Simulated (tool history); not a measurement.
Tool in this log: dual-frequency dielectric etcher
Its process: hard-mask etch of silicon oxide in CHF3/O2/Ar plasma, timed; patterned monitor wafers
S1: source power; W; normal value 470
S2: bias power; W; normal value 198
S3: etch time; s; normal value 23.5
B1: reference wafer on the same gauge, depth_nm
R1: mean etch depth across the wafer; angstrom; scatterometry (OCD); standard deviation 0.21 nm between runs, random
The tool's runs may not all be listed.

run 1 hour=0 | S1=470 S2=198 S3=23.5 | B1=49.49 | R1=445.2
run 2 hour=251.2 | S1=470 S2=198 S3=21.5 | B1=49.55 | R1=410.8
run 3 hour=314.1 | S1=470 S2=198 S3=21.5 | B1=49.64 | R1=409
run 4 hour=381.4 | S1=470 S2=198 S3=21.5 | B1=49.63 | R1=397.2
run 5 hour=426.6 | S1=470 S2=198 S3=23.5 | B1=49.57 | R1=433.5
run 6 hour=590.3 | S1=470 S2=198 S3=21 | B1=49.69 | R1=392.4
run 7 hour=664.3 | S1=520 S2=238 S3=23.5 | B1=49.61 | R1=483.4
run 8 hour=739.9 | S1=500 S2=169 S3=23.5 | B1=49.63 | R1=433.1
run 9 hour=933.8 | S1=470 S2=198 S3=23.5 | B1=49.57 | R1=439.9
run 10 hour=1036.2 | S1=470 S2=239 S3=21 | B1=49.61 | R1=413.7
run 11 hour=1145.1 | S1=360 S2=198 S3=30 | B1=49.64 | R1=488.8
run 12 hour=1215.9 | S1=470 S2=198 S3=23.5 | B1=49.58 | R1=440.4
run 13 hour=1274.8 | S1=470 S2=183 S3=23.5 | B1=49.63 | R1=430.5
run 14 hour=1336.9 | S1=440 S2=182 S3=18.5 | B1=49.6 | R1=325.7
run 15 hour=1433.5 | S1=470 S2=166 S3=23.5 | B1=49.51 | R1=420
run 16 hour=1532.5 | S1=470 S2=240 S3=23.5 | B1=49.7 | R1=466.8
run 17 hour=1617.4 | S1=470 S2=198 S3=21 | B1=49.55 | R1=395.4
run 18 hour=1723.9 | S1=570 S2=198 S3=20 | B1=49.62 | R1=411.8
run 19 hour=1780.7 | S1=390 S2=198 S3=17 | B1=49.54 | R1=289
run 20 hour=1870.2 | S1=470 S2=198 S3=23.5 | B1=49.64 | R1=439.2
run 21 hour=1922.7 | S1=530 S2=214 S3=25.5 | B1=49.69 | R1=513.1
run 22 hour=1989 | S1=470 S2=229 S3=23.5 | B1=49.59 | R1=464.3
run 23 hour=2109.3 | S1=470 S2=229 S3=23.5 | B1=49.46 | R1=462.7
run 24 hour=2193 | S1=470 S2=198 S3=23.5 | B1=49.48 | R1=441
run 25 hour=2284.7 | S1=550 S2=233 S3=18.5 | B1=49.66 | R1=396.8
run 26 hour=2357.4 | S1=550 S2=243 S3=29 | B1=49.64 | R1=621.2
run 27 hour=2398.1 | S1=470 S2=198 S3=23.5 | B1=49.57 | R1=440.8
run 28 hour=2494.2 | S1=470 S2=198 S3=23.5 | B1=49.58 | R1=444
run 29 hour=2590.6 | S1=580 S2=171 S3=28 | B1=49.66 | R1=568.5

Between the runs listed above, the log contained 8 entries, not reproduced here. Where in the sequence does each belong, and how does what the log doesn't record of the tool's condition differ from the listed run before to the listed run after?
From run 1 to run 2: wet clean of the chamber (hour 41.6); upper electrode replaced (hour 186.1)
  source power that arrives over what is set, %: 4.17 -> 4.5
  measured value less the no-hidden-state value, R1: +9.1 -> +9 angstrom
From run 3 to run 4: source power generator calibrated (hour 360.8)
  source power that arrives over what is set, %: 4.59 -> -0.00634
  measured value less the no-hidden-state value, R1: +9.2 -> +0 angstrom
From run 7 to run 8: wet clean of the chamber (hour 739.4)
  source power that arrives over what is set, %: 0.365 -> 0.465
  measured value less the no-hidden-state value, R1: +0.9 -> +1 angstrom
From run 8 to run 9: gauge calibrated (hour 796.8)
  source power that arrives over what is set, %: 0.465 -> 0.72
  measured value less the no-hidden-state value, R1: +1 -> +1.6 angstrom
From run 15 to run 16: wet clean of the chamber (hour 1511.1)
  source power that arrives over what is set, %: 1.38 -> 1.51
  measured value less the no-hidden-state value, R1: +2.9 -> +3.5 angstrom
From run 17 to run 18: bias power generator calibrated (hour 1714.4)
  source power that arrives over what is set, %: 1.62 -> 1.76
  measured value less the no-hidden-state value, R1: +3.2 -> +3.6 angstrom
From run 25 to run 26: wet clean of the chamber (hour 2347.9)
  source power that arrives over what is set, %: 2.5 -> 2.59
  measured value less the no-hidden-state value, R1: +4.9 -> +7.9 angstrom

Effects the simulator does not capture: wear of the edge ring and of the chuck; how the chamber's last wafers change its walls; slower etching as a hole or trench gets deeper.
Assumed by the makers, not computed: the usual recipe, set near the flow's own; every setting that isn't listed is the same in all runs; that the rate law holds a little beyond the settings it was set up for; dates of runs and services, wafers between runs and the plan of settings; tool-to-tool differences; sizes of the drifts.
